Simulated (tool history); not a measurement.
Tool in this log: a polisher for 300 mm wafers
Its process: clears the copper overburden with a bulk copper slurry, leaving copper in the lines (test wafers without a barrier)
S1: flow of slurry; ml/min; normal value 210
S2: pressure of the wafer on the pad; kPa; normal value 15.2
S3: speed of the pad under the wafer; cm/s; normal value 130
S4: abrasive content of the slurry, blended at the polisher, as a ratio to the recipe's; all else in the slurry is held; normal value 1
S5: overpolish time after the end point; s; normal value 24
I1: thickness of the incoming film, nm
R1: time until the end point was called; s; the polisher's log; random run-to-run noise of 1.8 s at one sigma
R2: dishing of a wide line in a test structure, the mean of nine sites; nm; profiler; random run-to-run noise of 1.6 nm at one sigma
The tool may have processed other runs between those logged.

Run 1, hour 0: usual settings but S4 0.95; I1 1180.5. Result: R1 171.5 s, R2 86.7 nm.
Run 2, hour 37.2: usual settings; I1 1184.7. Result: R1 170.6 s, R2 88.9 nm.
At hour 80.2: head pressure recalibrated.
At hour 172.9: slurry nozzle cleaned.
At hour 181.8: worn pad replaced by a new one.
Run 3, hour 207.4: usual settings; I1 1202. Result: R1 168 s, R2 85.3 nm.
At hour 274.6: slurry blender recalibrated.
Run 4, hour 303.9: usual settings; I1 1176.9. Result: R1 165.9 s, R2 90.1 nm.
Run 5, hour 350.7: usual settings but S3 112 cm/s; I1 1218.4. Result: R1 191.1 s, R2 83.1 nm.
Run 6, hour 405.1: usual settings but S4 0.9; I1 1212.1. Result: R1 175.4 s, R2 86.7 nm.
Run 7, hour 489.3: usual settings but S5 35 s; I1 1174.5. Result: R1 164.1 s, R2 95.8 nm.
At hour 532.4: worn pad replaced by a new one.
Run 8, hour 580.4: usual settings but S5 35 s; I1 1181.2. Result: R1 166.1 s, R2 97.2 nm.
At hour 623.4: slurry blender recalibrated.
Run 9, hour 653.5: usual settings but S5 35 s; I1 1191.5. Result: R1 171.5 s, R2 100.4 nm.
Run 10, hour 759.7: usual settings but S4 1.1; I1 1214.4. Result: R1 170.5 s, R2 86.2 nm.
Run 11, hour 811.7: usual settings but S5 32 s; I1 1187.5. Result: R1 180 s, R2 97 nm.
At hour 845.6: worn pad replaced by a new one.
Run 12, hour 854.2: usual settings; I1 1212.8. Result: R1 182.8 s, R2 85.4 nm.
At hour 880.3: slurry nozzle cleaned.
At hour 914.7: slurry blender recalibrated.
Run 13, hour 925.9: usual settings but S2 12.4 kPa; I1 1224.7. Result: R1 209 s, R2 77.5 nm.
Run 14, hour 991.2: usual settings but S3 102 cm/s, S4 0.8, S5 16 s; I1 1214.9. Result: R1 207 s, R2 64.5 nm.
At hour 1028.9: head pressure recalibrated.
Run 15, hour 1032.8: usual settings but S1 170 ml/min, S5 35 s; I1 1218.9. Result: R1 173.7 s, R2 98.6 nm.
Run 16, hour 1107.3: usual settings but S2 11 kPa; I1 1212.7. Result: R1 230.1 s, R2 70.5 nm.
At hour 1156.1: worn pad replaced by a new one, of another model than before.
Run 17, hour 1214.9: usual settings; I1 1193.6. Result: R1 165 s, R2 85.8 nm.
At hour 1255.9: slurry blender recalibrated.
Run 18, hour 1287.7: usual settings but S1 250 ml/min, S2 11.7 kPa, S5 18 s; I1 1196.8. Result: R1 204.3 s, R2 67.1 nm.
Run 19, hour 1361.2: usual settings but S4 0.75; I1 1204.4. Result: R1 184 s, R2 83.1 nm.
Run 20, hour 1434.5: usual settings but S1 270 ml/min, S2 16.5 kPa, S3 110 cm/s, S5 32 s; I1 1193.7. Result: R1 180.1 s, R2 97.4 nm.
At hour 1467.2: worn pad replaced by a new one.
Run 21, hour 1512.2: usual settings but S2 17.2 kPa, S4 0.9, S5 35 s; I1 1205.1. Result: R1 162.9 s, R2 104.4 nm.
At hour 1532.1: slurry blender recalibrated.
At hour 1564: slurry nozzle cleaned.
Run 22, hour 1567.4: usual settings; I1 1198.7. Result: R1 166.4 s, R2 87.2 nm.

Branching from run 22: 5 alternative next runs. What would each branch give?
Run A, hour 1567.9: usual settings but S2 19.3 kPa; I1 1180.6. Result: R1 ?, R2 ?.
Run B, hour 1567.9: usual settings but S1 275 ml/min, S2 11 kPa, S3 86 cm/s, S4 0.85; I1 1180.6. Result: R1 ?, R2 ?.
Run C, hour 1567.9: usual settings but S2 16.5 kPa; I1 1180.6. Result: R1 ?, R2 ?.
Run D, hour 1567.9: usual settings but S3 110 cm/s, S4 0.75; I1 1180.6. Result: R1 ?, R2 ?.
Run E, hour 1567.9: usual settings but S4 0.75, S5 16 s; I1 1180.6. Result: R1 ?, R2 ?.

run     R1    R2
  A  138.3  99.9
  B  315.4  60.4
  C  156.6  92.1
  D  211.2  79.2
  E  181.3  69.1
Without the tool's unlogged condition, the same runs would have read:
run     R1    R2
  A  138.1  99.9
  B    315  60.4
  C  156.4  92.1
  D  210.9  79.3
  E  181.1  69.1
